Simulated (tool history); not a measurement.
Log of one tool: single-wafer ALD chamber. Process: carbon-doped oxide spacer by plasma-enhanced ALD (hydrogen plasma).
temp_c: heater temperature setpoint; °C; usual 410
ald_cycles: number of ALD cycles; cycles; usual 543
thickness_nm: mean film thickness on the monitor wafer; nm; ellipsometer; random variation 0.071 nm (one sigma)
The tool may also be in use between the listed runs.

run      day  temp_c  ald_cycles  wafers since the last listed run  hours since the last thermocouple change  hours since the gauge calibration  read-back reference wafer on the same gauge, thickness_nm  thickness_nm
  1        0     410         543                                 0                                     640.5                             1566.1                                                     21.622         25.84
  2    2.708     410         543                                41                                     705.5                             1631.1                                                     21.603        25.944
  3    4.708     410         543                                30                                     753.5                             1679.1                                                     21.603        25.981
  4    6.925     410         543                                34                                     806.7                             1732.3                                                      21.59        25.883
  5    9.854     410         543                                45                                       877                             1802.6                                                     21.601        26.042
  6   13.583     410         543                                57                                     966.5                             1892.1                                                     21.588        25.914
  7   16.508     402         543                                44                                    1036.7                             1962.3                                                     21.605          26.7
  8   20.504     402         543                                61                                    1132.6                             2058.2                                                     21.596        26.746
  9   22.425     421         543                                29                                    1178.7                             2104.3                                                     21.629        24.848
 10   24.571     416         543                                33                                    1230.2                             2155.8                                                     21.599        25.509
 11   26.667     416         543                                32                                    1280.5                             2206.1                                                     21.605        25.463
 12   29.592     410         543                                44                                    1350.7                             2276.3                                                     21.562         25.84
 13   32.108     410         543                                38                                    1411.1                             2336.7                                                     21.616        25.993
 14   36.596     410         568                                69                                    1518.8                             2444.4                                                     21.597        26.987
 15   38.604     410         568                                30                                      1567                             2492.6                                                     21.599        27.188
 16   42.317     410         568                                57                                    1656.1                             2581.7                                                      21.62        27.085
 17   46.042     410         543                                57                                    1745.5                             2671.1                                                     21.629        25.902
 18   49.283     410         543                                49                                    1823.3                             2748.9                                                     21.592        25.881
      51.154  -- gauge calibrated
 19   51.321     413         543                                31                                    1872.2                                  4                                                     21.625        25.617
 20   53.204     413         543                                28                                    1917.4                               49.2                                                     21.639        25.556
 21   55.433     413         543                                34                                    1970.9                              102.7                                                     21.594        25.606
      56.467  -- thermocouple changed; heater temperature recalibrated
 22   57.721     410         608                                30                                      30.1                              157.6                                                      21.61        29.128
 23   60.983     422         543                                50                                     108.4                              235.9                                                     21.591        24.841
 24    65.75     410         503                                73                                     222.8                              350.3                                                     21.639        24.014
 25   69.054     410         543                                50                                     302.1                              429.6                                                     21.607        25.939
 26   73.546     403         651                                69                                     409.9                              537.4                                                     21.594        31.817
 27   75.258     404         590                                26                                       451                              578.5                                                     21.584        28.832
 28   78.992     423         493                                57                                     540.6                              668.1                                                     21.571        22.405
 29   82.842     415         470                                59                                       633                              760.5                                                     21.561        21.994
 30   85.171     421         631                                35                                     688.9                              816.4                                                     21.609         29.04
 31   89.154     410         494                                61                                     784.5                                912                                                     21.618        23.512
 32   90.738     424         543                                24                                     822.5                                950                                                     21.598         24.69
 33   94.771     410         543                                62                                     919.3                             1046.8                                                     21.608        26.019
 34     97.9     410         450                                48                                     994.4                             1121.9                                                     21.605        21.358
 35  102.162     403         641                                65                                    1096.7                             1224.2                                                     21.603        31.378
 36  104.917     425         505                                42                                    1162.8                             1290.3                                                     21.625        22.794
 37  108.875     404         626                                60                                    1257.8                             1385.3                                                     21.598         30.53
 38   113.25     424         507                                67                                    1362.8                             1490.3                                                     21.596        23.062
 39  117.379     410         543                                63                                    1461.9                             1589.4                                                     21.614        25.966
 40  121.025     397         647                                56                                    1549.4                             1676.9                                                     21.623        31.789
 41  124.854     402         502                                58                                    1641.3                             1768.8                                                     21.607        24.607
 42  126.946     417         629                                32                                    1691.5                               1819                                                      21.61        29.285
 43  130.062     404         579                                47                                    1766.3                             1893.8                                                     21.624        28.141
 44  132.638     410         543                                39                                    1828.1                             1955.6                                                     21.611        25.949

How the hidden state differs across the entries between the runs, from the last listed run before each to the first after it:
Between runs 18 and 19: gauge calibrated (day 51.154)
  no hidden state differs between the two runs
Between runs 21 and 22: thermocouple changed; heater temperature recalibrated (day 56.467)
  no hidden state differs between the two runs

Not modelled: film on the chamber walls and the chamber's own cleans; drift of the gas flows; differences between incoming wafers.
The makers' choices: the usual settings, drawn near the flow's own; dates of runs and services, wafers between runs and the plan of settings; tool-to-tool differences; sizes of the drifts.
